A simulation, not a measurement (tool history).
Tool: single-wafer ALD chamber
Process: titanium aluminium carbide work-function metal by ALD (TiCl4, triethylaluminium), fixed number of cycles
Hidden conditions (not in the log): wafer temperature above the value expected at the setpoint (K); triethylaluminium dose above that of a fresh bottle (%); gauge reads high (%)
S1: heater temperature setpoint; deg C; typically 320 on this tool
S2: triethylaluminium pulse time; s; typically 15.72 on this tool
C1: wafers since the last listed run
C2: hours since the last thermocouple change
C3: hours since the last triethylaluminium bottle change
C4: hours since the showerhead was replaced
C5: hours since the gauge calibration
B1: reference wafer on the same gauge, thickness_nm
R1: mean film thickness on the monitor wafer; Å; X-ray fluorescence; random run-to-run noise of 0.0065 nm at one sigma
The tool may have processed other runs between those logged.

| run | day | S1 | S2 | C1 | C2 | C3 | C4 | C5 | B1 | R1 |
|---|---|---|---|---|---|---|---|---|---|---|
| 1 | 0 | 320 | 20.52 | 0 | 2922.2 | 662.1 | 6499.8 | 528.8 | 1.891 | 21.45 |
|  | 0.579 | triethylaluminium bottle replaced |
| 2 | 1.225 | 320 | 20.52 | 271 | 2951.6 | 15.5 | 6529.2 | 558.2 | 1.888 | 21.51 |
| 3 | 2.671 | 320 | 15.72 | 440 | 2986.3 | 50.2 | 6563.9 | 592.9 | 1.892 | 21.41 |
| 4 | 3.179 | 320 | 15.72 | 154 | 2998.5 | 62.4 | 6576.1 | 605.1 | 1.891 | 21.41 |
| 5 | 7.308 | 320 | 20.33 | 1259 | 3097.6 | 161.5 | 6675.2 | 704.2 | 1.891 | 21.36 |
| 6 | 8.371 | 320 | 15.72 | 323 | 3123.1 | 187 | 6700.7 | 729.7 | 1.889 | 21.3 |
|  | 10.7 | thermocouple changed; heater temperature recalibrated |
| 7 | 11.625 | 320 | 15.72 | 890 | 22.2 | 265.1 | 6778.8 | 807.8 | 1.888 | 21.76 |
|  | 12.267 | gauge calibrated |
| 8 | 12.279 | 320 | 15.72 | 199 | 37.9 | 280.8 | 6794.5 | 0.3 | 1.888 | 21.78 |
| 9 | 12.833 | 326 | 15.72 | 168 | 51.2 | 294.1 | 6807.8 | 13.6 | 1.891 | 22.41 |
| 10 | 13.983 | 326 | 15.72 | 350 | 78.8 | 321.7 | 6835.4 | 41.2 | 1.891 | 22.47 |
| 11 | 14.925 | 330 | 10.57 | 287 | 101.4 | 344.3 | 6858 | 63.8 | 1.891 | 22.58 |
| 12 | 15.954 | 314 | 15.72 | 313 | 126.1 | 369 | 6882.7 | 88.5 | 1.893 | 21.16 |
| 13 | 16.842 | 320 | 15.72 | 270 | 147.4 | 390.3 | 6904 | 109.8 | 1.889 | 21.6 |
| 14 | 18.742 | 324 | 12.16 | 579 | 193 | 435.9 | 6949.6 | 155.4 | 1.893 | 21.9 |
| 15 | 19.996 | 326 | 21.45 | 382 | 223.1 | 466 | 6979.7 | 185.5 | 1.888 | 22.28 |
| 16 | 20.762 | 313 | 12.18 | 233 | 241.5 | 484.4 | 6998.1 | 203.9 | 1.886 | 20.91 |
|  | 22.025 | showerhead replaced, of another model than before |
| 17 | 22.046 | 314 | 20.92 | 289 | 272.3 | 515.2 | 0.5 | 234.7 | 1.888 | 21.16 |
| 18 | 22.817 | 320 | 15.72 | 235 | 290.8 | 533.7 | 19 | 253.2 | 1.888 | 21.79 |
| 19 | 24.312 | 316 | 12.8 | 456 | 326.7 | 569.6 | 54.9 | 289.1 | 1.892 | 20.89 |
| 20 | 24.862 | 314 | 18.71 | 167 | 339.9 | 582.8 | 68.1 | 302.3 | 1.889 | 21.12 |
| 21 | 25.571 | 331 | 15.72 | 215 | 356.9 | 599.8 | 85.1 | 319.3 | 1.886 | 22.84 |
| 22 | 26.15 | 325 | 20.72 | 176 | 370.8 | 613.7 | 99 | 333.2 | 1.889 | 22.24 |
|  | 27.462 | triethylaluminium bottle replaced |
| 23 | 27.483 | 334 | 18.39 | 304 | 402.8 | 0.5 | 131 | 365.2 | 1.889 | 23.01 |
| 24 | 28.717 | 320 | 20.09 | 376 | 432.4 | 30.1 | 160.6 | 394.8 | 1.891 | 21.68 |
| 25 | 29.912 | 320 | 9.91 | 364 | 461.1 | 58.8 | 189.3 | 423.5 | 1.893 | 20.21 |
| 26 | 30.483 | 307 | 10.3 | 174 | 474.8 | 72.5 | 203 | 437.2 | 1.891 | 19.3 |
| 27 | 31.946 | 311 | 19.07 | 445 | 509.9 | 107.6 | 238.1 | 472.3 | 1.891 | 20.67 |
| 28 | 33.121 | 308 | 20.1 | 358 | 538.1 | 135.8 | 266.3 | 500.5 | 1.891 | 20.5 |
| 29 | 34.604 | 320 | 15.72 | 452 | 573.7 | 171.4 | 301.9 | 536.1 | 1.888 | 21.49 |
| 30 | 35.2 | 320 | 15.72 | 181 | 588 | 185.7 | 316.2 | 550.4 | 1.893 | 21.51 |
| 31 | 36.592 | 333 | 11.63 | 424 | 621.4 | 219.1 | 349.6 | 583.8 | 1.892 | 22.38 |
| 32 | 37.233 | 320 | 18.24 | 195 | 636.8 | 234.5 | 365 | 599.2 | 1.891 | 21.55 |
| 33 | 38.483 | 320 | 15.72 | 381 | 666.8 | 264.5 | 395 | 629.2 | 1.89 | 21.5 |

Predict each of these 4 candidate next runs independently; none follows another, all start after run 33:
| A | 38.5 | 320 | 21.37 | 5 | 667.2 | 264.9 | 395.4 | 629.6 | ? | ? |
| B | 38.5 | 325 | 21.76 | 5 | 667.2 | 264.9 | 395.4 | 629.6 | ? | ? |
| C | 38.5 | 308 | 15.72 | 5 | 667.2 | 264.9 | 395.4 | 629.6 | ? | ? |
| D | 38.5 | 311 | 15.72 | 5 | 667.2 | 264.9 | 395.4 | 629.6 | ? | ? |

| run | B1 | R1 |
|---|---|---|
| A | 1.889 | 21.49 |
| B | 1.889 | 22 |
| C | 1.889 | 20.21 |
| D | 1.889 | 20.51 |
The same runs, with their run-to-run variation unchanged, on a tool lacking any hidden condition would have given:
| run | R1 |
|---|---|
| A | 21.88 |
| B | 22.38 |
| C | 20.58 |
| D | 20.88 |
